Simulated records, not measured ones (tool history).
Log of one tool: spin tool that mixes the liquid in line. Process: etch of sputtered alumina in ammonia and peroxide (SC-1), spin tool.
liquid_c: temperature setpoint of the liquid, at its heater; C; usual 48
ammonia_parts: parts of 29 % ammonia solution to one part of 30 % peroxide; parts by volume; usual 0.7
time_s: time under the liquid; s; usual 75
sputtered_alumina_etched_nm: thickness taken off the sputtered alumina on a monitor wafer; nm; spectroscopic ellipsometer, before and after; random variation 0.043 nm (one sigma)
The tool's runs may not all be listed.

run	hour	liquid_c	ammonia_parts	time_s	read-back film thickness of the sputtered alumina reference wafer, read on the same gauge (nm)	sputtered_alumina_etched_nm
1	0	48	0.7	75	69.99	5.41
2	54.5	55.5	0.8	40	69.99	4.47
3	93.1	54	0.45	95	70.02	9.37
# hour 105.9: new drum of ammonia solution connected
4	144.8	42.5	0.5	30	69.98	1.56
5	206.5	48	0.7	75	70.01	5.5
6	257.6	57	0.4	35	70.01	3.98
7	283.1	48	0.7	75	69.99	5.49
8	334.8	48	1.05	75	69.96	5.75
9	375.8	48	0.9	105	70	7.99
10	404.2	48	0.7	75	70.03	5.59
11	445.5	53	0.7	75	69.99	7.28
12	475.7	41	0.7	75	70	3.73
13	509.5	55.5	0.9	110	70	12.55
# hour 516.6: heated supply line repaired
14	562.5	56.5	0.9	55	70.03	6.61
15	604.9	48	0.7	75	69.96	5.7
16	658.8	48	0.7	75	69.99	5.6
17	722	48	0.4	75	69.99	5.39
18	787.9	38.5	0.9	35	70.01	1.57
# hour 802.9: new drum of ammonia solution connected
19	857.1	53.5	0.7	90	70.02	9.29
20	887	48	0.45	95	70.01	7.02
21	921.4	48	0.7	75	69.98	5.73
22	986.3	57	0.7	75	69.99	9.24
23	1015.4	48	0.55	75	70.01	5.59
24	1056.3	54	0.45	95	69.99	9.71
25	1113.8	43.5	0.7	75	70	4.48
26	1166.1	48	0.7	75	70	5.85

Forecast each of these 3 alternatives for the next run:
A	1166.5	48	0.5	75	?	?
B	1166.5	54	0.4	75	?	?
C	1166.5	48	0.85	105	?	?

run	read-back film thickness of the sputtered alumina reference wafer, read on the same gauge (nm)	sputtered_alumina_etched_nm
A	70.02	5.6
B	70.02	7.58
C	70.02	8.24
Without the tool's hidden state the same runs would have given:
run	sputtered_alumina_etched_nm
A	5.08
B	6.9
C	7.48
